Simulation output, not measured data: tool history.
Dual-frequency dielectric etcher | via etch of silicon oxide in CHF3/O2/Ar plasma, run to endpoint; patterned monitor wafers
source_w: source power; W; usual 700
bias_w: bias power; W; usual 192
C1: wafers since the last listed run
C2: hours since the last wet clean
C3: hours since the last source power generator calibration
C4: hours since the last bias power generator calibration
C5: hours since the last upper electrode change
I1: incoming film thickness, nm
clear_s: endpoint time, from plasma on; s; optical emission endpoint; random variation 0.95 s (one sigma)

{"run": 1, "hour": 0.0, "source_w": 630, "bias_w": 192, "C1": 0, "C2": 186.0, "C3": 1255.0, "C4": 3031.5, "C5": 2196.3, "I1": 543.0, "clear_s": 272.0}
{"run": 2, "hour": 35.7, "source_w": 630, "bias_w": 192, "C1": 160, "C2": 221.7, "C3": 1290.7, "C4": 3067.2, "C5": 2232.0, "I1": 544.6, "clear_s": 273.1}
{"run": 3, "hour": 120.5, "source_w": 700, "bias_w": 192, "C1": 381, "C2": 306.5, "C3": 1375.5, "C4": 3152.0, "C5": 2316.8, "I1": 534.6, "clear_s": 260.4}
{"run": 4, "hour": 149.2, "source_w": 700, "bias_w": 163, "C1": 129, "C2": 335.2, "C3": 1404.2, "C4": 3180.7, "C5": 2345.5, "I1": 540.9, "clear_s": 276.3}
{"run": 5, "hour": 184.7, "source_w": 700, "bias_w": 163, "C1": 159, "C2": 370.7, "C3": 1439.7, "C4": 3216.2, "C5": 2381.0, "I1": 540.7, "clear_s": 277.4}
{"run": 6, "hour": 214.5, "source_w": 700, "bias_w": 163, "C1": 134, "C2": 400.5, "C3": 1469.5, "C4": 3246.0, "C5": 2410.8, "I1": 544.3, "clear_s": 282.1}
{"run": 7, "hour": 245.5, "source_w": 580, "bias_w": 192, "C1": 139, "C2": 431.5, "C3": 1500.5, "C4": 3277.0, "C5": 2441.8, "I1": 542.2, "clear_s": 289.1}
{"hour": 321.0, "done": "wet clean of the chamber"}
{"run": 8, "hour": 321.5, "source_w": 700, "bias_w": 192, "C1": 233, "C2": 0.5, "C3": 1576.5, "C4": 3353.0, "C5": 2517.8, "I1": 542.9, "clear_s": 253.9}
{"hour": 362.5, "done": "upper electrode replaced"}
{"run": 9, "hour": 363.0, "source_w": 700, "bias_w": 192, "C1": 78, "C2": 42.0, "C3": 1618.0, "C4": 3394.5, "C5": 0.5, "I1": 544.7, "clear_s": 256.4}
{"hour": 370.1, "done": "source power generator calibrated"}
{"run": 10, "hour": 371.3, "source_w": 580, "bias_w": 179, "C1": 19, "C2": 50.3, "C3": 1.2, "C4": 3402.8, "C5": 8.8, "I1": 533.3, "clear_s": 279.0}
{"run": 11, "hour": 406.0, "source_w": 840, "bias_w": 158, "C1": 156, "C2": 85.0, "C3": 35.9, "C4": 3437.5, "C5": 43.5, "I1": 542.0, "clear_s": 251.6}
{"run": 12, "hour": 441.5, "source_w": 800, "bias_w": 146, "C1": 159, "C2": 120.5, "C3": 71.4, "C4": 3473.0, "C5": 79.0, "I1": 534.9, "clear_s": 259.9}
{"hour": 470.8, "done": "bias power generator calibrated"}
{"run": 13, "hour": 537.0, "source_w": 830, "bias_w": 157, "C1": 411, "C2": 216.0, "C3": 166.9, "C4": 66.2, "C5": 174.5, "I1": 538.5, "clear_s": 255.0}
{"run": 14, "hour": 555.8, "source_w": 860, "bias_w": 146, "C1": 84, "C2": 234.8, "C3": 185.7, "C4": 85.0, "C5": 193.3, "I1": 544.5, "clear_s": 259.6}
{"run": 15, "hour": 568.8, "source_w": 630, "bias_w": 173, "C1": 58, "C2": 247.8, "C3": 198.7, "C4": 98.0, "C5": 206.3, "I1": 539.9, "clear_s": 279.3}
{"run": 16, "hour": 597.9, "source_w": 700, "bias_w": 192, "C1": 130, "C2": 276.9, "C3": 227.8, "C4": 127.1, "C5": 235.4, "I1": 545.0, "clear_s": 263.7}
{"run": 17, "hour": 622.7, "source_w": 700, "bias_w": 192, "C1": 111, "C2": 301.7, "C3": 252.6, "C4": 151.9, "C5": 260.2, "I1": 543.1, "clear_s": 262.6}
{"run": 18, "hour": 642.6, "source_w": 760, "bias_w": 229, "C1": 89, "C2": 321.6, "C3": 272.5, "C4": 171.8, "C5": 280.1, "I1": 545.1, "clear_s": 240.9}
{"run": 19, "hour": 656.0, "source_w": 700, "bias_w": 192, "C1": 60, "C2": 335.0, "C3": 285.9, "C4": 185.2, "C5": 293.5, "I1": 539.0, "clear_s": 262.7}

Forecast each of these 3 alternatives for the next run:
{"run": "A", "hour": 656.5, "source_w": 700, "bias_w": 192, "C1": 2, "C2": 335.5, "C3": 286.4, "C4": 185.7, "C5": 294.0, "I1": 540.1, "clear_s": "?"}
{"run": "B", "hour": 656.5, "source_w": 800, "bias_w": 223, "C1": 2, "C2": 335.5, "C3": 286.4, "C4": 185.7, "C5": 294.0, "I1": 540.1, "clear_s": "?"}
{"run": "C", "hour": 656.5, "source_w": 540, "bias_w": 169, "C1": 2, "C2": 335.5, "C3": 286.4, "C4": 185.7, "C5": 294.0, "I1": 540.1, "clear_s": "?"}

run=A clear_s=263.1
run=B clear_s=237.1
run=C clear_s=306.6
Without the tool's hidden state the same runs would have given:
run=A clear_s=254.9
run=B clear_s=229.7
run=C clear_s=297.1
